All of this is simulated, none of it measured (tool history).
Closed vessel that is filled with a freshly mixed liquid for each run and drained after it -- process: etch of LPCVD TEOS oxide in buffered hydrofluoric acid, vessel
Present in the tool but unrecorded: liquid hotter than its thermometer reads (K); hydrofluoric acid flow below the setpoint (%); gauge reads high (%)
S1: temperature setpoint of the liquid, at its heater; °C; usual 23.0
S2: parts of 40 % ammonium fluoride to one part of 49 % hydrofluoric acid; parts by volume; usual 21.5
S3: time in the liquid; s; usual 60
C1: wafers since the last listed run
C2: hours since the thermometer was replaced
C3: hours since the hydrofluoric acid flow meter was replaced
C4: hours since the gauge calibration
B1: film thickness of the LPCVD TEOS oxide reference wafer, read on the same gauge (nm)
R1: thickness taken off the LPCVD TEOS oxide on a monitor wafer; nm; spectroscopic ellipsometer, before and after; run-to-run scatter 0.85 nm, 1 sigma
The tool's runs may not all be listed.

run 1 hour=0.0 | S1=23.0 S2=21.5 S3=60 | C1=0 C2=911.1 C3=103.2 C4=241.0 | B1=40.04 | R1=129.64
run 2 hour=69.8 | S1=23.0 S2=25.0 S3=60 | C1=5035 C2=980.9 C3=173.0 C4=310.8 | B1=40.02 | R1=117.69
run 3 hour=170.6 | S1=23.0 S2=25.0 S3=60 | C1=7271 C2=1081.7 C3=273.8 C4=411.6 | B1=40.02 | R1=116.53
run 4 hour=271.9 | S1=23.0 S2=25.0 S3=60 | C1=7307 C2=1183.0 C3=375.1 C4=512.9 | B1=40.01 | R1=117.05
run 5 hour=542.6 | S1=23.0 S2=21.5 S3=60 | C1=19527 C2=1453.7 C3=645.8 C4=783.6 | B1=40.00 | R1=128.40
run 6 hour=600.0 | S1=23.0 S2=21.5 S3=60 | C1=4140 C2=1511.1 C3=703.2 C4=841.0 | B1=40.03 | R1=128.29
run 7 hour=636.8 | S1=23.0 S2=21.5 S3=60 | C1=2654 C2=1547.9 C3=740.0 C4=877.8 | B1=39.96 | R1=127.94
run 8 hour=709.5 | S1=23.0 S2=21.5 S3=45 | C1=5244 C2=1620.6 C3=812.7 C4=950.5 | B1=40.06 | R1=96.85
run 9 hour=755.0 | S1=23.0 S2=18.0 S3=60 | C1=3282 C2=1666.1 C3=858.2 C4=996.0 | B1=40.03 | R1=147.27
run 10 hour=852.3 | S1=23.0 S2=18.0 S3=60 | C1=7018 C2=1763.4 C3=955.5 C4=1093.3 | B1=39.95 | R1=146.44
run 11 hour=945.7 | S1=23.0 S2=21.5 S3=60 | C1=6737 C2=1856.8 C3=1048.9 C4=1186.7 | B1=40.00 | R1=128.46
-- hour=978.3 thermometer replaced
run 12 hour=1025.9 | S1=21.0 S2=21.5 S3=60 | C1=5713 C2=47.6 C3=1129.1 C4=1266.9 | B1=40.01 | R1=114.33
run 13 hour=1062.8 | S1=23.0 S2=21.5 S3=60 | C1=2661 C2=84.5 C3=1166.0 C4=1303.8 | B1=39.98 | R1=127.30
run 14 hour=1148.5 | S1=19.5 S2=15.5 S3=40 | C1=6182 C2=170.2 C3=1251.7 C4=1389.5 | B1=40.00 | R1=92.26
run 15 hour=1186.9 | S1=26.5 S2=19.0 S3=90 | C1=2770 C2=208.6 C3=1290.1 C4=1427.9 | B1=39.99 | R1=249.56
run 16 hour=1290.9 | S1=28.0 S2=21.5 S3=95 | C1=7502 C2=312.6 C3=1394.1 C4=1531.9 | B1=40.05 | R1=264.32
-- hour=1320.6 hydrofluoric acid flow meter replaced
-- hour=1328.1 gauge calibrated
run 17 hour=1346.8 | S1=23.0 S2=21.5 S3=85 | C1=3960 C2=368.5 C3=26.2 C4=18.7 | B1=40.00 | R1=184.67
run 18 hour=1394.8 | S1=23.0 S2=26.0 S3=60 | C1=3462 C2=416.5 C3=74.2 C4=66.7 | B1=40.02 | R1=114.42
run 19 hour=1498.8 | S1=23.0 S2=28.0 S3=60 | C1=7502 C2=520.5 C3=178.2 C4=170.7 | B1=40.00 | R1=109.34
run 20 hour=1561.3 | S1=23.0 S2=15.5 S3=60 | C1=4508 C2=583.0 C3=240.7 C4=233.2 | B1=40.02 | R1=176.70
run 21 hour=1648.3 | S1=23.0 S2=21.5 S3=30 | C1=6275 C2=670.0 C3=327.7 C4=320.2 | B1=39.96 | R1=64.82
run 22 hour=1750.3 | S1=23.0 S2=28.0 S3=60 | C1=7357 C2=772.0 C3=429.7 C4=422.2 | B1=39.98 | R1=108.86
run 23 hour=1841.7 | S1=26.5 S2=15.0 S3=70 | C1=6593 C2=863.4 C3=521.1 C4=513.6 | B1=40.02 | R1=252.71

Below are 5 alternative next runs, each starting from the tool's condition after run 23. Predict each:
run A hour=1842.4 | S1=23.0 S2=21.5 S3=60 | C1=50 C2=864.1 C3=521.8 C4=514.3 | B1=? | R1=?
run B hour=1842.4 | S1=26.5 S2=14.0 S3=60 | C1=50 C2=864.1 C3=521.8 C4=514.3 | B1=? | R1=?
run C hour=1842.4 | S1=23.0 S2=21.5 S3=50 | C1=50 C2=864.1 C3=521.8 C4=514.3 | B1=? | R1=?
run D hour=1842.4 | S1=20.5 S2=19.0 S3=35 | C1=50 C2=864.1 C3=521.8 C4=514.3 | B1=? | R1=?
run E hour=1842.4 | S1=27.5 S2=25.5 S3=60 | C1=50 C2=864.1 C3=521.8 C4=514.3 | B1=? | R1=?

run=A B1=39.98 R1=129.54
run=B B1=39.98 R1=232.88
run=C B1=39.98 R1=107.95
run=D B1=39.98 R1=72.37
run=E B1=39.98 R1=147.19
Without the tool's unlogged condition, the same runs would have read:
run=A R1=130.97
run=B R1=236.55
run=C R1=109.14
run=D R1=73.52
run=E R1=148.81
